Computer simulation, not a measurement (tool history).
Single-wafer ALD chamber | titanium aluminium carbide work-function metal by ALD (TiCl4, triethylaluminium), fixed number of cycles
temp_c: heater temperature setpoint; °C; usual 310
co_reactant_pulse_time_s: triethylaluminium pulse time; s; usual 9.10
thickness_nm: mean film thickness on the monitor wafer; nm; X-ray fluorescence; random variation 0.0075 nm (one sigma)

run	hour	temp_c	co_reactant_pulse_time_s	wafers since the last listed run	hours since the last thermocouple change	hours since the last triethylaluminium bottle change	hours since the showerhead was replaced	hours since the gauge calibration	read-back reference wafer on the same gauge, thickness_nm	thickness_nm
1	0.0	310	9.10	0	1341.7	1928.7	6829.6	203.1	2.079	2.139
2	14.6	310	9.10	117	1356.3	1943.3	6844.2	217.7	2.080	2.129
3	22.6	310	9.10	64	1364.3	1951.3	6852.2	225.7	2.079	2.130
4	29.1	310	9.10	52	1370.8	1957.8	6858.7	232.2	2.079	2.143
5	44.0	310	9.10	120	1385.7	1972.7	6873.6	247.1	2.080	2.133
6	53.9	310	11.00	79	1395.6	1982.6	6883.5	257.0	2.083	2.192
7	71.1	310	11.00	138	1412.8	1999.8	6900.7	274.2	2.082	2.210
# hour 90.9: triethylaluminium bottle replaced
8	91.4	310	9.10	99	1433.1	0.5	6921.0	294.5	2.084	2.026
9	97.7	310	9.10	50	1439.4	6.8	6927.3	300.8	2.083	2.031
# hour 103.6: gauge calibrated
10	110.0	310	9.10	99	1451.7	19.1	6939.6	6.4	2.077	2.019
11	121.1	310	10.50	89	1462.8	30.2	6950.7	17.5	2.081	2.074
12	136.8	314	9.10	126	1478.5	45.9	6966.4	33.2	2.077	2.056
13	150.3	323	12.49	108	1492.0	59.4	6979.9	46.7	2.079	2.249
14	164.1	310	9.10	111	1505.8	73.2	6993.7	60.5	2.082	2.027
# hour 174.7: triethylaluminium bottle replaced, repeated, since the last time left the tool worse
15	177.9	310	10.54	46	1519.6	3.2	7007.5	74.3	2.080	2.237
16	192.4	296	7.69	116	1534.1	17.7	7022.0	88.8	2.083	2.053
17	203.9	315	11.96	92	1545.6	29.2	7033.5	100.3	2.077	2.297
18	210.1	310	11.14	49	1551.8	35.4	7039.7	106.5	2.083	2.257
# hour 222.9: thermocouple changed; heater temperature recalibrated
19	223.4	314	9.10	42	0.5	48.7	7053.0	119.8	2.081	2.256
20	225.7	324	5.62	18	2.8	51.0	7055.3	122.1	2.079	2.167
# hour 236.9: showerhead replaced
21	241.5	310	9.10	62	18.6	66.8	4.6	137.9	2.082	2.200
22	257.0	324	5.62	124	34.1	82.3	20.1	153.4	2.079	2.156
23	273.7	310	9.10	134	50.8	99.0	36.8	170.1	2.084	2.208
24	290.8	300	10.32	137	67.9	116.1	53.9	187.2	2.080	2.139
25	297.0	323	5.90	49	74.1	122.3	60.1	193.4	2.079	2.172
26	314.0	320	10.88	137	91.1	139.3	77.1	210.4	2.078	2.310
27	326.8	305	9.10	103	103.9	152.1	89.9	223.2	2.080	2.159
28	341.8	314	5.60	120	118.9	167.1	104.9	238.2	2.080	2.088
# hour 346.4: gauge calibrated
29	348.4	320	9.10	53	125.5	173.7	111.5	2.0	2.081	2.291
30	359.9	303	7.67	92	137.0	185.2	123.0	13.5	2.080	2.096
31	369.8	321	5.97	79	146.9	195.1	132.9	23.4	2.081	2.164
32	378.8	301	10.19	72	155.9	204.1	141.9	32.4	2.079	2.132
33	386.6	310	9.10	62	163.7	211.9	149.7	40.2	2.079	2.187

Hidden state at the last listed run before each entry between runs and at the first one after, where it differs:
Between runs 7 and 8: triethylaluminium bottle replaced (hour 90.9)
  triethylaluminium dose above that of a fresh bottle (%): -24.1 -> -44.6
  measured less the result without the state, thickness_nm: -0.057 -> -0.187 nm
Between runs 9 and 10: gauge calibrated (hour 103.6)
  triethylaluminium dose above that of a fresh bottle (%): -44.6 -> -44.8
  measured less the result without the state, thickness_nm: -0.187 -> -0.187 nm
Between runs 14 and 15: triethylaluminium bottle replaced, repeated, since the last time left the tool worse (hour 174.7)
  triethylaluminium dose above that of a fresh bottle (%): -45.4 -> -0.883
  measured less the result without the state, thickness_nm: -0.193 -> -0.001 nm
Between runs 18 and 19: thermocouple changed; heater temperature recalibrated (hour 222.9)
  triethylaluminium dose above that of a fresh bottle (%): -1.26 -> -1.42
  measured less the result without the state, thickness_nm: -0.002 -> -0.003 nm
Between runs 20 and 21: showerhead replaced (hour 236.9)
  triethylaluminium dose above that of a fresh bottle (%): -1.44 -> -1.63
  measured less the result without the state, thickness_nm: -0.006 -> -0.004 nm
Between runs 28 and 29: gauge calibrated (hour 346.4)
  triethylaluminium dose above that of a fresh bottle (%): -2.8 -> -2.88
  measured less the result without the state, thickness_nm: -0.012 -> -0.008 nm

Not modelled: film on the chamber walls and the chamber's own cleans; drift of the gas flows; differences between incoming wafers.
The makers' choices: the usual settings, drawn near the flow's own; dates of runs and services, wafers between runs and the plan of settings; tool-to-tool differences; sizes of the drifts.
